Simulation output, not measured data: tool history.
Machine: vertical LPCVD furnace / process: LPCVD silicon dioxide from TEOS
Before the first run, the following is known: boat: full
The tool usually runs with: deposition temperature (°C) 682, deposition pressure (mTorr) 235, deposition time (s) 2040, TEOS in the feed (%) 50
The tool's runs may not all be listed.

run    hour  deposition temperature (°C)  deposition pressure (mTorr)  deposition time (s)  TEOS in the feed (%)  read-back reference wafer on the same gauge, thickness  film thickness on the monitor wafer in the middle of the boat (nm)
  1     0.0                          682                          235                 2040                    50                                                  121.98                                                              115.63
  2    58.2                          682                          235                 2040                    50                                                  122.03                                                              115.30
  3   105.8                          678                          235                 2040                    55                                                  121.99                                                              110.46
  4   164.3                          682                          235                 2040                    50                                                  122.02                                                              116.14
  5   212.0                          690                          235                 2040                    50                                                  121.99                                                              140.25
  6   241.8                          690                          235                 2040                    50                                                  122.01                                                              140.12
  7   275.5                          682                          235                 2040                    50                                                  121.98                                                              115.54
  8   329.5                          682                          235                 2040                    50                                                  122.02                                                              115.30
  9   394.2                          682                          235                 2040                    50                                                  121.98                                                              115.79
 10   456.9                          682                          235                 2040                    50                                                  121.97                                                              115.44
 11   512.5                          682                          215                 2040                    46                                                  121.98                                                              106.00
      526.5  -- gauge calibrated
 12   584.3                          694                          235                 1260                    50                                                  121.98                                                               94.83
 13   640.1                          687                          215                 1770                    46                                                  121.99                                                              103.64
      678.4  -- thermocouples replaced and temperature profile calibrated
 14   678.9                          691                          235                 2040                    58                                                  122.05                                                              153.99
 15   692.8                          679                          235                 1800                    53                                                  121.95                                                               97.33
 16   758.1                          682                          235                 2040                    50                                                  121.96                                                              115.57
 17   804.2                          682                          235                 2040                    50                                                  122.00                                                              115.29
      843.9  -- TEOS flow controller replaced
 18   856.1                          682                          205                 2040                    50                                                  122.00                                                              107.25
 19   896.9                          682                          235                 2040                    50                                                  121.99                                                              115.14
      950.2  -- pressure gauge zeroed
 20   950.7                          682                          235                 2040                    50                                                  122.02                                                              117.24
 21   999.7                          693                          235                 2040                    55                                                  121.91                                                              159.37
 22  1050.0                          685                          200                 2250                    50                                                  122.01                                                              128.56
 23  1094.3                          677                          250                 2370                    50                                                  122.01                                                              124.37
 24  1131.8                          682                          210                 1620                    47                                                  122.00                                                               85.16
 25  1240.3                          682                          265                 2610                    50                                                  121.94                                                              159.25
 26  1335.8                          682                          270                 2040                    53                                                  121.98                                                              129.36
 27  1380.6                          671                          255                 2730                    47                                                  122.02                                                              120.73
 28  1440.1                          678                          180                 2760                    57                                                  121.97                                                              133.37
 29  1508.3                          682                          185                 2040                    42                                                  121.98                                                               95.09
 30  1596.2                          682                          220                 2040                    53                                                  122.00                                                              116.24

What would each run have given without the hidden state, its run-to-run variation left as it was?
The tool's hidden condition here consists of: true tube temperature minus thermocouple reading, K; true pressure minus gauge reading, mTorr; deviation of the TEOS flow from its setpoint, %; gauge reads high (%).
run  film thickness on the monitor wafer in the middle of the boat (nm)
  1                                                              116.76
  2                                                              116.46
  3                                                              111.60
  4                                                              117.37
  5                                                              141.77
  6                                                              141.66
  7                                                              116.83
  8                                                              116.62
  9                                                              117.15
 10                                                              116.83
 11                                                              107.43
 12                                                               96.03
 13                                                              105.12
 14                                                              156.01
 15                                                               98.62
 16                                                              117.14
 17                                                              116.88
 18                                                              108.98
 19                                                              116.78
 20                                                              117.13
 21                                                              159.26
 22                                                              128.49
 23                                                              124.34
 24                                                               85.15
 25                                                              159.32
 26                                                              129.46
 27                                                              120.86
 28                                                              133.62
 29                                                               95.31
 30                                                              116.51
